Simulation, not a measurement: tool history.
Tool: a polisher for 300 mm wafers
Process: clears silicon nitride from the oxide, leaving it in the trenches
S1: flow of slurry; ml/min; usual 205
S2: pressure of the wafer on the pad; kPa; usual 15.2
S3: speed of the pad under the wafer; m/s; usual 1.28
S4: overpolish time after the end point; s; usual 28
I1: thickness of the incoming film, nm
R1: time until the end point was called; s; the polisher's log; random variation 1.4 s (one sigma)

run 1 hour=0.0 | S1=205 S2=15.2 S3=1.28 S4=37 | I1=116.0 | R1=139.5
-- hour=24.5 worn pad replaced by a new one
run 2 hour=40.4 | S1=205 S2=15.2 S3=1.28 S4=37 | I1=114.5 | R1=141.5
run 3 hour=86.3 | S1=205 S2=15.2 S3=1.28 S4=37 | I1=114.0 | R1=138.4
run 4 hour=154.8 | S1=205 S2=15.2 S3=1.28 S4=28 | I1=114.4 | R1=142.1
run 5 hour=186.4 | S1=205 S2=15.2 S3=1.28 S4=28 | I1=114.4 | R1=139.3
run 6 hour=211.6 | S1=205 S2=15.2 S3=1.28 S4=41 | I1=114.4 | R1=143.4
run 7 hour=254.0 | S1=205 S2=15.2 S3=1.28 S4=41 | I1=114.1 | R1=137.9
-- hour=260.5 slurry nozzle cleaned
-- hour=262.7 worn pad replaced by a new one
run 8 hour=310.1 | S1=205 S2=15.2 S3=1.28 S4=41 | I1=113.6 | R1=141.1
run 9 hour=376.2 | S1=205 S2=13.1 S3=1.28 S4=28 | I1=114.6 | R1=167.5
run 10 hour=415.1 | S1=205 S2=13.1 S3=1.28 S4=28 | I1=114.5 | R1=165.8
run 11 hour=481.0 | S1=250 S2=15.2 S3=1.28 S4=28 | I1=115.0 | R1=142.2
-- hour=495.2 worn pad replaced by a new one
-- hour=510.1 head pressure recalibrated
run 12 hour=546.0 | S1=250 S2=15.2 S3=1.28 S4=28 | I1=113.5 | R1=124.2
run 13 hour=570.7 | S1=235 S2=15.2 S3=1.28 S4=22 | I1=116.3 | R1=127.2
run 14 hour=608.0 | S1=205 S2=15.2 S3=1.28 S4=28 | I1=113.9 | R1=129.0
-- hour=655.5 slurry nozzle cleaned
run 15 hour=680.0 | S1=180 S2=15.2 S3=1.28 S4=19 | I1=114.1 | R1=134.9
-- hour=699.0 worn pad replaced by a new one
run 16 hour=734.4 | S1=205 S2=15.2 S3=1.10 S4=14 | I1=115.9 | R1=158.4
run 17 hour=785.4 | S1=135 S2=15.2 S3=1.28 S4=28 | I1=114.6 | R1=143.9
run 18 hour=823.8 | S1=155 S2=20.0 S3=1.64 S4=13 | I1=115.8 | R1=84.3
run 19 hour=853.7 | S1=205 S2=15.2 S3=1.28 S4=28 | I1=113.3 | R1=134.7
run 20 hour=895.6 | S1=205 S2=15.2 S3=1.28 S4=33 | I1=115.7 | R1=136.8
-- hour=935.4 worn pad replaced by a new one
run 21 hour=963.4 | S1=205 S2=15.2 S3=1.28 S4=36 | I1=113.8 | R1=136.2
run 22 hour=1029.5 | S1=205 S2=15.2 S3=1.28 S4=28 | I1=115.1 | R1=139.8
run 23 hour=1082.7 | S1=205 S2=15.2 S3=1.28 S4=28 | I1=114.8 | R1=138.2
-- hour=1110.2 slurry nozzle cleaned
run 24 hour=1114.9 | S1=205 S2=12.4 S3=1.28 S4=19 | I1=114.4 | R1=172.6

Some steps in R1 between neighbouring runs. How much of each would the tool show without its hidden state too (settings, what came in, random variation), and how much is left for the hidden state, with any gauge scatter that isn't in both results?
The hidden state here: removal rate lost through wear of the pad, %; slurry flow missing at the pad, %; deviation of the head's pressure from its setpoint, %.
Run 11 -> 12: worn pad replaced by a new one, head pressure recalibrated. R1 -18.0 s: hidden state -15.0, all else -3.0.
Run 17 -> 18: S1 135 -> 155, S2 15.2 -> 20.0, S3 1.28 -> 1.64, S4 28 -> 13. R1 -59.6 s: hidden state -3.3, all else -56.3.
Run 18 -> 19: S1 155 -> 205, S2 20.0 -> 15.2, S3 1.64 -> 1.28, S4 13 -> 28. R1 +50.4 s: hidden state +4.0, all else +46.4.

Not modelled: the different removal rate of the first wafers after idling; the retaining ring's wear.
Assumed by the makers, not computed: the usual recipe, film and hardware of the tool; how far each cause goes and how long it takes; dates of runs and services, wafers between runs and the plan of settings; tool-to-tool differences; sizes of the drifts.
